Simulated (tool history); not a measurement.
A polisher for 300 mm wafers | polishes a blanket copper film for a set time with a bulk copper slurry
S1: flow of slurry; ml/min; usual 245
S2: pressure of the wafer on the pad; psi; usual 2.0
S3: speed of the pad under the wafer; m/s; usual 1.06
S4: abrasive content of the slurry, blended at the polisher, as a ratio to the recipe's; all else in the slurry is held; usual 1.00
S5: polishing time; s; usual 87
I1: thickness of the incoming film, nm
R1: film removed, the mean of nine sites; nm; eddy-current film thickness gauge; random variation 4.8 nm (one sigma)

run 1 hour=0.0 | S1=245 S2=2.0 S3=1.06 S4=1.20 S5=87 | I1=3999.5 | R1=559.7
run 2 hour=41.9 | S1=245 S2=2.0 S3=1.06 S4=1.20 S5=87 | I1=3945.6 | R1=557.0
run 3 hour=66.7 | S1=245 S2=2.0 S3=1.06 S4=1.00 S5=87 | I1=3967.5 | R1=531.0
run 4 hour=99.6 | S1=245 S2=2.0 S3=1.06 S4=1.00 S5=87 | I1=3949.5 | R1=523.1
-- hour=118.1 worn pad replaced by a new one
run 5 hour=138.2 | S1=245 S2=2.0 S3=1.06 S4=1.00 S5=87 | I1=3908.5 | R1=510.5
-- hour=148.2 slurry blender recalibrated
run 6 hour=166.1 | S1=245 S2=2.0 S3=1.06 S4=1.00 S5=87 | I1=3955.2 | R1=506.3
run 7 hour=222.5 | S1=245 S2=2.0 S3=1.06 S4=1.00 S5=87 | I1=3944.7 | R1=495.0
run 8 hour=281.0 | S1=245 S2=2.0 S3=1.06 S4=1.00 S5=87 | I1=3930.2 | R1=482.9
-- hour=288.0 head pressure recalibrated
run 9 hour=329.0 | S1=245 S2=2.0 S3=1.06 S4=1.00 S5=87 | I1=3916.3 | R1=525.1
-- hour=341.9 worn pad replaced by a new one
-- hour=348.0 slurry blender recalibrated
run 10 hour=377.0 | S1=245 S2=2.0 S3=1.06 S4=1.00 S5=87 | I1=4047.2 | R1=534.2
run 11 hour=408.3 | S1=245 S2=2.0 S3=1.06 S4=1.00 S5=96 | I1=4030.7 | R1=580.8
run 12 hour=466.1 | S1=245 S2=2.0 S3=1.06 S4=1.00 S5=96 | I1=3939.8 | R1=575.5
run 13 hour=536.2 | S1=245 S2=2.0 S3=1.06 S4=1.00 S5=74 | I1=3994.6 | R1=434.0
-- hour=541.8 slurry blender recalibrated
-- hour=555.6 slurry nozzle cleaned
-- hour=556.7 worn pad replaced by a new one
run 14 hour=591.7 | S1=245 S2=2.0 S3=1.06 S4=0.90 S5=87 | I1=3983.0 | R1=522.9
run 15 hour=621.6 | S1=245 S2=2.0 S3=1.06 S4=1.00 S5=87 | I1=3983.4 | R1=535.4
run 16 hour=652.1 | S1=245 S2=2.0 S3=0.76 S4=1.00 S5=109 | I1=4014.2 | R1=464.1
run 17 hour=681.0 | S1=245 S2=2.0 S3=1.06 S4=1.00 S5=87 | I1=3994.1 | R1=520.1
-- hour=730.1 slurry blender recalibrated
run 18 hour=742.7 | S1=245 S2=2.0 S3=1.06 S4=1.00 S5=87 | I1=4004.5 | R1=502.3
-- hour=783.1 worn pad replaced by a new one
run 19 hour=783.6 | S1=245 S2=2.0 S3=1.06 S4=1.00 S5=87 | I1=4025.8 | R1=487.4
-- hour=789.2 head pressure recalibrated
run 20 hour=849.2 | S1=245 S2=2.0 S3=1.06 S4=1.00 S5=87 | I1=3932.2 | R1=539.2
run 21 hour=904.1 | S1=245 S2=2.0 S3=1.06 S4=1.00 S5=107 | I1=4036.4 | R1=650.4
run 22 hour=930.4 | S1=245 S2=2.0 S3=1.34 S4=0.85 S5=87 | I1=3970.5 | R1=634.0
-- hour=960.7 slurry blender recalibrated
run 23 hour=970.5 | S1=310 S2=2.6 S3=1.06 S4=1.15 S5=64 | I1=3971.6 | R1=499.3
-- hour=981.3 worn pad replaced by a new one
run 24 hour=1037.2 | S1=245 S2=2.0 S3=1.28 S4=1.00 S5=87 | I1=3930.0 | R1=635.0

Forecast each of these 3 alternatives for the next run:
run A hour=1037.6 | S1=245 S2=2.0 S3=1.06 S4=1.00 S5=87 | I1=3918.2 | R1=?
run B hour=1037.6 | S1=245 S2=1.3 S3=1.18 S4=0.90 S5=76 | I1=3918.2 | R1=?
run C hour=1037.6 | S1=185 S2=1.7 S3=1.06 S4=1.00 S5=104 | I1=3918.2 | R1=?

run=A R1=516.6
run=B R1=369.5
run=C R1=527.1
Without the tool's hidden state the same runs would have given:
run=A R1=561.6
run=B R1=401.6
run=C R1=582.5
